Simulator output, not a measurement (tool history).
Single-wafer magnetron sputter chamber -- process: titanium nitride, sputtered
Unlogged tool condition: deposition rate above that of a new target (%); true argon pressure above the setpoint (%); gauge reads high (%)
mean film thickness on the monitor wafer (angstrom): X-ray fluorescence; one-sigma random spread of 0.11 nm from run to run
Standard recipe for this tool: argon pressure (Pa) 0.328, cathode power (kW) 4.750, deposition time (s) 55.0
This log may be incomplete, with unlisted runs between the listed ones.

| run | hour | argon pressure (Pa) | cathode power (kW) | deposition time (s) | wafers since the last listed run | wafers on the sputter target | hours since the last manometer calibration | hours since the magnet pack was replaced | hours since the gauge calibration | read-back reference wafer on the same gauge, thickness_nm | mean film thickness on the monitor wafer (angstrom) |
|---|---|---|---|---|---|---|---|---|---|---|---|
| 1 | 0.0 | 0.281 | 4.750 | 55.0 | 0 | 6762 | 507.1 | 8554.3 | 49.0 | 54.464 | 470.94 |
|  | 47.9 | sputter target and shields replaced |
| 2 | 69.7 | 0.281 | 4.750 | 55.0 | 1415 | 499 | 576.8 | 8624.0 | 118.7 | 54.505 | 479.45 |
| 3 | 144.2 | 0.281 | 4.750 | 55.0 | 1709 | 2208 | 651.3 | 8698.5 | 193.2 | 54.528 | 474.22 |
| 4 | 193.1 | 0.328 | 4.200 | 55.0 | 1121 | 3330 | 700.2 | 8747.4 | 242.1 | 54.475 | 409.37 |
| 5 | 288.4 | 0.328 | 4.200 | 55.0 | 2186 | 5517 | 795.5 | 8842.7 | 337.4 | 54.487 | 407.89 |
| 6 | 377.4 | 0.328 | 4.200 | 55.0 | 2041 | 7559 | 884.5 | 8931.7 | 426.4 | 54.497 | 405.37 |
|  | 414.7 | sputter target and shields replaced |
| 7 | 461.2 | 0.328 | 4.750 | 55.0 | 1739 | 1067 | 968.3 | 9015.5 | 510.2 | 54.460 | 466.37 |
| 8 | 541.4 | 0.328 | 4.750 | 55.0 | 1840 | 2907 | 1048.5 | 9095.7 | 590.4 | 54.446 | 460.78 |
| 9 | 586.0 | 0.328 | 5.350 | 55.0 | 1023 | 3930 | 1093.1 | 9140.3 | 635.0 | 54.495 | 518.33 |
| 10 | 644.4 | 0.328 | 5.350 | 55.0 | 1339 | 5270 | 1151.5 | 9198.7 | 693.4 | 54.487 | 516.55 |
|  | 707.9 | sputter target and shields replaced |
| 11 | 728.1 | 0.328 | 5.350 | 55.0 | 1736 | 463 | 1235.2 | 9282.4 | 777.1 | 54.513 | 528.93 |
| 12 | 775.7 | 0.328 | 5.350 | 55.0 | 1092 | 1555 | 1282.8 | 9330.0 | 824.7 | 54.502 | 523.84 |
|  | 875.6 | magnet pack replaced |
| 13 | 876.1 | 0.198 | 5.300 | 50.1 | 2119 | 3675 | 1383.2 | 0.5 | 925.1 | 54.507 | 495.95 |
|  | 924.5 | gauge calibrated |
| 14 | 943.7 | 0.292 | 4.750 | 55.0 | 1550 | 5226 | 1450.8 | 68.1 | 19.2 | 54.494 | 466.41 |
|  | 1024.2 | capacitance manometer re-zeroed and calibrated |
|  | 1038.8 | sputter target and shields replaced |
| 15 | 1039.3 | 0.244 | 5.050 | 50.0 | 1826 | 12 | 15.1 | 163.7 | 114.8 | 54.490 | 477.29 |
| 16 | 1075.6 | 0.328 | 4.750 | 55.0 | 832 | 845 | 51.4 | 200.0 | 151.1 | 54.526 | 473.92 |
| 17 | 1154.5 | 0.421 | 3.700 | 49.1 | 1810 | 2655 | 130.3 | 278.9 | 230.0 | 54.493 | 314.07 |
| 18 | 1223.9 | 0.328 | 4.750 | 55.0 | 1592 | 4247 | 199.7 | 348.3 | 299.4 | 54.485 | 467.23 |
| 19 | 1319.1 | 0.328 | 4.750 | 48.7 | 2184 | 6431 | 294.9 | 443.5 | 394.6 | 54.564 | 409.69 |
|  | 1351.8 | sputter target and shields replaced |
| 20 | 1367.8 | 0.404 | 4.750 | 44.5 | 933 | 366 | 343.6 | 492.2 | 443.3 | 54.536 | 372.63 |
| 21 | 1466.3 | 0.248 | 4.750 | 49.6 | 2259 | 2626 | 442.1 | 590.7 | 541.8 | 54.482 | 434.23 |
| 22 | 1504.6 | 0.363 | 3.800 | 51.4 | 878 | 3505 | 480.4 | 629.0 | 580.1 | 54.497 | 340.24 |
| 23 | 1606.9 | 0.440 | 5.300 | 50.1 | 2347 | 5852 | 582.7 | 731.3 | 682.4 | 54.524 | 444.94 |

Predict each of these 3 candidate next runs independently; none follows another, all start after run 23:
| A | 1607.3 | 0.328 | 4.750 | 55.0 | 9 | 5861 | 583.1 | 731.7 | 682.8 | ? | ? |
| B | 1607.3 | 0.383 | 4.400 | 63.9 | 9 | 5861 | 583.1 | 731.7 | 682.8 | ? | ? |
| C | 1607.3 | 0.328 | 3.750 | 55.0 | 9 | 5861 | 583.1 | 731.7 | 682.8 | ? | ? |

| run | read-back reference wafer on the same gauge, thickness_nm | mean film thickness on the monitor wafer (angstrom) |
|---|---|---|
| A | 54.527 | 460.64 |
| B | 54.527 | 484.15 |
| C | 54.527 | 363.67 |
Had the tool no hidden state, the same runs would have come out as:
| run | mean film thickness on the monitor wafer (angstrom) |
|---|---|
| A | 478.65 |
| B | 503.89 |
| C | 377.88 |

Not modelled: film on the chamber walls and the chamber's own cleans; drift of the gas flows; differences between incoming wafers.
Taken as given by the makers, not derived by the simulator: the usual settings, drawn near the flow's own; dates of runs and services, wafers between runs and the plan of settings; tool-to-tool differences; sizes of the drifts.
